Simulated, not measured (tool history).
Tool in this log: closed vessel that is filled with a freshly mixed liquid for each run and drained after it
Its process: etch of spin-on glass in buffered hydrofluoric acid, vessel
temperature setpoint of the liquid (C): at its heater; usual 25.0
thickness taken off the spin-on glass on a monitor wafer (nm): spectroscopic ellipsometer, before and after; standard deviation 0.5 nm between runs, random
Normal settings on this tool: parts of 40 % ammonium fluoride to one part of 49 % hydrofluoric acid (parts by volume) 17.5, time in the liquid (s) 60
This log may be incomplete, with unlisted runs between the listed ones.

run	hour	temperature setpoint of the liquid (C)	parts of 40 % ammonium fluoride to one part of 49 % hydrofluoric acid (parts by volume)	time in the liquid (s)	read-back film thickness of the spin-on glass reference wafer, read on the same gauge (nm)	thickness taken off the spin-on glass on a monitor wafer (nm)
1	0.0	25.0	21.5	60	40.00	56.52
2	12.9	23.0	17.5	60	39.98	61.42
3	29.2	26.5	17.5	60	39.99	72.50
4	63.5	25.0	17.5	35	40.00	40.00
5	92.0	25.0	17.5	35	40.01	39.65
6	106.2	25.0	21.5	70	40.02	65.14
7	138.1	25.0	19.5	60	40.04	61.21
8	156.8	25.0	19.5	60	40.04	61.70
9	188.0	25.0	19.5	60	39.98	62.72
10	205.0	25.0	19.0	60	40.00	64.71
11	223.5	25.0	19.0	60	40.02	63.26
12	240.6	28.5	11.0	70	40.02	153.00
# hour 259.9: gauge calibrated
13	262.8	28.5	23.0	40	39.99	43.86
14	297.9	25.0	17.5	35	40.02	40.78
# hour 307.6: hydrofluoric acid flow meter replaced
# hour 324.5: thermometer replaced
15	384.4	25.0	17.5	30	40.02	33.17
16	409.3	29.5	22.0	60	40.00	68.04
17	426.8	25.0	17.5	60	40.04	66.86
18	462.7	25.0	17.5	60	40.05	67.13
19	483.4	23.5	19.5	60	40.04	55.72
20	503.9	28.0	19.5	30	40.03	35.62
21	522.6	25.0	19.5	60	40.00	60.67

What will run 22 give?
22	539.0	25.0	17.5	90	?	?

{"run 22": {"read-back film thickness of the spin-on glass reference wafer, read on the same gauge (nm)": 40.03, "thickness taken off the spin-on glass on a monitor wafer (nm)": 101.14}}
On a tool with no hidden condition, and with the same random variation, this run would have come out at thickness taken off the spin-on glass on a monitor wafer (nm) 96.91.

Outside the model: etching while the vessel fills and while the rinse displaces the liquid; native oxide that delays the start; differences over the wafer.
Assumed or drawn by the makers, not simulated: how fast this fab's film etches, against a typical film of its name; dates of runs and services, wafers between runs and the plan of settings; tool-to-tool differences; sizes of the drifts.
